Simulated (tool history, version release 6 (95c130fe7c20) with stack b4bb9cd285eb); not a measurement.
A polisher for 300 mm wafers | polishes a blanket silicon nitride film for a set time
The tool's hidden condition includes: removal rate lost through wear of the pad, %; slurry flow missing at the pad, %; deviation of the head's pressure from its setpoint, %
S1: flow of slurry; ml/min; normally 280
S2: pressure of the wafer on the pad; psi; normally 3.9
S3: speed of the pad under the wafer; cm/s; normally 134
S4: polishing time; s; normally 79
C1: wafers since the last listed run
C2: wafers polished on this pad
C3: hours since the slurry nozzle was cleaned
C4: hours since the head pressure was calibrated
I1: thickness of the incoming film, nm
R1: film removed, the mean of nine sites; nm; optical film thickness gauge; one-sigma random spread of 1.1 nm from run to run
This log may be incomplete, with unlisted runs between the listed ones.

| run | hour | S1 | S2 | S3 | S4 | C1 | C2 | C3 | C4 | I1 | R1 |
|---|---|---|---|---|---|---|---|---|---|---|---|
| 1 | 0.0 | 280 | 3.9 | 134 | 79 | 0 | 780 | 476.3 | 1101.8 | 949.6 | 149.3 |
| 2 | 9.4 | 280 | 3.9 | 134 | 79 | 86 | 866 | 485.7 | 1111.2 | 933.4 | 149.1 |
|  | 17.8 | worn pad replaced by a new one |
| 3 | 19.2 | 280 | 3.9 | 134 | 79 | 53 | 13 | 495.5 | 1121.0 | 936.0 | 156.0 |
| 4 | 33.1 | 280 | 3.9 | 134 | 79 | 127 | 141 | 509.4 | 1134.9 | 956.2 | 152.6 |
| 5 | 50.3 | 280 | 3.9 | 134 | 79 | 158 | 299 | 526.6 | 1152.1 | 952.9 | 146.1 |
| 6 | 63.5 | 280 | 3.9 | 134 | 79 | 121 | 420 | 539.8 | 1165.3 | 934.2 | 144.4 |
| 7 | 78.5 | 280 | 3.9 | 122 | 79 | 137 | 558 | 554.8 | 1180.3 | 935.1 | 137.4 |
| 8 | 86.2 | 280 | 3.9 | 122 | 79 | 70 | 629 | 562.5 | 1188.0 | 949.3 | 136.0 |
| 9 | 102.6 | 280 | 3.9 | 122 | 79 | 150 | 780 | 578.9 | 1204.4 | 933.3 | 135.2 |
|  | 111.2 | worn pad replaced by a new one |
| 10 | 111.7 | 280 | 3.9 | 134 | 79 | 46 | 4 | 588.0 | 1213.5 | 922.8 | 148.3 |
| 11 | 122.5 | 280 | 3.9 | 134 | 79 | 99 | 103 | 598.8 | 1224.3 | 938.5 | 144.4 |
|  | 129.9 | slurry nozzle cleaned |
| 12 | 131.0 | 280 | 3.9 | 134 | 79 | 68 | 172 | 1.1 | 1232.8 | 941.5 | 163.3 |
| 13 | 144.0 | 210 | 4.8 | 152 | 106 | 119 | 292 | 14.1 | 1245.8 | 951.5 | 278.9 |
|  | 147.0 | head pressure recalibrated |
| 14 | 158.7 | 280 | 4.8 | 134 | 79 | 116 | 409 | 28.8 | 11.7 | 934.0 | 197.3 |
| 15 | 174.9 | 280 | 3.9 | 134 | 79 | 149 | 558 | 45.0 | 27.9 | 921.8 | 161.2 |
| 16 | 192.5 | 310 | 3.9 | 114 | 79 | 161 | 719 | 62.6 | 45.5 | 926.4 | 148.7 |
|  | 206.9 | worn pad replaced by a new one |
| 17 | 207.4 | 280 | 3.9 | 134 | 79 | 100 | 4 | 77.5 | 60.4 | 944.0 | 167.6 |
| 18 | 219.1 | 280 | 3.9 | 122 | 79 | 107 | 112 | 89.2 | 72.1 | 940.6 | 156.1 |
| 19 | 236.9 | 280 | 3.9 | 134 | 79 | 163 | 276 | 107.0 | 89.9 | 942.9 | 161.0 |
| 20 | 245.5 | 280 | 3.2 | 134 | 102 | 79 | 355 | 115.6 | 98.5 | 944.5 | 169.6 |
| 21 | 257.4 | 370 | 4.8 | 134 | 79 | 109 | 464 | 127.5 | 110.4 | 934.9 | 201.5 |
| 22 | 264.4 | 225 | 3.9 | 112 | 79 | 64 | 529 | 134.5 | 117.4 | 950.7 | 143.9 |
| 23 | 277.9 | 280 | 3.9 | 168 | 79 | 124 | 653 | 148.0 | 130.9 | 957.2 | 175.6 |
| 24 | 288.8 | 280 | 4.4 | 170 | 79 | 100 | 753 | 158.9 | 141.8 | 945.0 | 201.2 |

For each run, the measured value with the value that run would have given without the tool's hidden condition subtracted. The run-to-run variation is shared by both, the gauge scatter possibly not:
| run | R1 |
|---|---|
| 1 | -20.6 |
| 2 | -21.4 |
| 3 | -14.6 |
| 4 | -18.8 |
| 5 | -22.2 |
| 6 | -24.5 |
| 7 | -25.9 |
| 8 | -26.8 |
| 9 | -29.3 |
| 10 | -22.7 |
| 11 | -26.8 |
| 12 | -6.2 |
| 13 | -14.4 |
| 14 | -11.7 |
| 15 | -10.6 |
| 16 | -10.4 |
| 17 | -2.5 |
| 18 | -5.2 |
| 19 | -8.6 |
| 20 | -10.1 |
| 21 | -13.1 |
| 22 | -10.3 |
| 23 | -13.1 |
| 24 | -15.6 |
